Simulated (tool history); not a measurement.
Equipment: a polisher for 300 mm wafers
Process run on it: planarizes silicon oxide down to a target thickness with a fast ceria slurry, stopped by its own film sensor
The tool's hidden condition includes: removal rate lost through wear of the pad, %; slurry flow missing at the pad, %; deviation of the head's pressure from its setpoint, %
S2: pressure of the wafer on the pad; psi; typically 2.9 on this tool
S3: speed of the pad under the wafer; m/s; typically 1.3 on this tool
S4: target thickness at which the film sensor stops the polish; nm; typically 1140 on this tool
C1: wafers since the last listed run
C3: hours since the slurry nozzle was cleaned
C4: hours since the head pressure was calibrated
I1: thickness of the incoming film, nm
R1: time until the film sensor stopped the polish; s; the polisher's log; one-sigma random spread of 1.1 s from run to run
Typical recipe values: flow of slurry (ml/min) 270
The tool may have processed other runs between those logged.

run 1 hour=0 | flow_of_slurry_(ml/min)=270 S2=2.9 S3=1.3 S4=827 | C1=0 wafers_polished_on_this_pad=220 C3=337.9 C4=19.3 | I1=2498.2 | R1=76.9
run 2 hour=48 | flow_of_slurry_(ml/min)=270 S2=2.9 S3=1.3 S4=827 | C1=340 wafers_polished_on_this_pad=561 C3=385.9 C4=67.3 | I1=2506.8 | R1=76
-- hour=117.1 slurry nozzle cleaned
run 3 hour=138.7 | flow_of_slurry_(ml/min)=270 S2=2.9 S3=1.3 S4=827 | C1=636 wafers_polished_on_this_pad=1198 C3=21.6 C4=158 | I1=2491.2 | R1=77.1
run 4 hour=217.6 | flow_of_slurry_(ml/min)=270 S2=2.9 S3=1.3 S4=1140 | C1=560 wafers_polished_on_this_pad=1758 C3=100.5 C4=236.9 | I1=2500 | R1=61.9
-- hour=237.3 worn pad replaced by a new one
run 5 hour=281.8 | flow_of_slurry_(ml/min)=270 S2=2.9 S3=1.3 S4=1140 | C1=427 wafers_polished_on_this_pad=315 C3=164.7 C4=301.1 | I1=2499.5 | R1=59.2
run 6 hour=341.3 | flow_of_slurry_(ml/min)=270 S2=2.9 S3=1.3 S4=1140 | C1=422 wafers_polished_on_this_pad=738 C3=224.2 C4=360.6 | I1=2496 | R1=59.2
run 7 hour=398.3 | flow_of_slurry_(ml/min)=270 S2=2.9 S3=1.3 S4=1140 | C1=404 wafers_polished_on_this_pad=1142 C3=281.2 C4=417.6 | I1=2535.1 | R1=62.5
run 8 hour=469.4 | flow_of_slurry_(ml/min)=270 S2=2.9 S3=1.12 S4=1140 | C1=504 wafers_polished_on_this_pad=1647 C3=352.3 C4=488.7 | I1=2523 | R1=69.2
run 9 hour=518.8 | flow_of_slurry_(ml/min)=270 S2=2.9 S3=1.12 S4=1140 | C1=350 wafers_polished_on_this_pad=1998 C3=401.7 C4=538.1 | I1=2485.4 | R1=67.9
-- hour=533.3 worn pad replaced by a new one
-- hour=582.6 slurry nozzle cleaned
run 10 hour=604.2 | flow_of_slurry_(ml/min)=270 S2=2.9 S3=1.3 S4=1140 | C1=570 wafers_polished_on_this_pad=496 C3=21.6 C4=623.5 | I1=2463.8 | R1=57.4
run 11 hour=641.9 | flow_of_slurry_(ml/min)=345 S2=2.9 S3=1.3 S4=1140 | C1=267 wafers_polished_on_this_pad=763 C3=59.3 C4=661.2 | I1=2478.2 | R1=55.5
run 12 hour=689.2 | flow_of_slurry_(ml/min)=270 S2=2.9 S3=0.86 S4=1309 | C1=335 wafers_polished_on_this_pad=1099 C3=106.6 C4=708.5 | I1=2481.4 | R1=74.9
run 13 hour=746.3 | flow_of_slurry_(ml/min)=195 S2=2.9 S3=1.06 S4=989 | C1=405 wafers_polished_on_this_pad=1505 C3=163.7 C4=765.6 | I1=2523.7 | R1=82.3
-- hour=776.6 worn pad replaced by a new one
run 14 hour=840.7 | flow_of_slurry_(ml/min)=270 S2=2.4 S3=1.3 S4=1611 | C1=641 wafers_polished_on_this_pad=455 C3=258.1 C4=860 | I1=2509.7 | R1=44.9

Run 15 is up next; what results do you expect?
run 15 hour=877.5 | flow_of_slurry_(ml/min)=240 S2=3.3 S3=1.3 S4=1140 | C1=261 wafers_polished_on_this_pad=716 C3=294.9 C4=896.8 | I1=2516.5 | R1=?

R1: 53.1 s
Take away the tool's hidden state, keep the run-to-run variation as it was, and the same run would have given R1 58.8 s.

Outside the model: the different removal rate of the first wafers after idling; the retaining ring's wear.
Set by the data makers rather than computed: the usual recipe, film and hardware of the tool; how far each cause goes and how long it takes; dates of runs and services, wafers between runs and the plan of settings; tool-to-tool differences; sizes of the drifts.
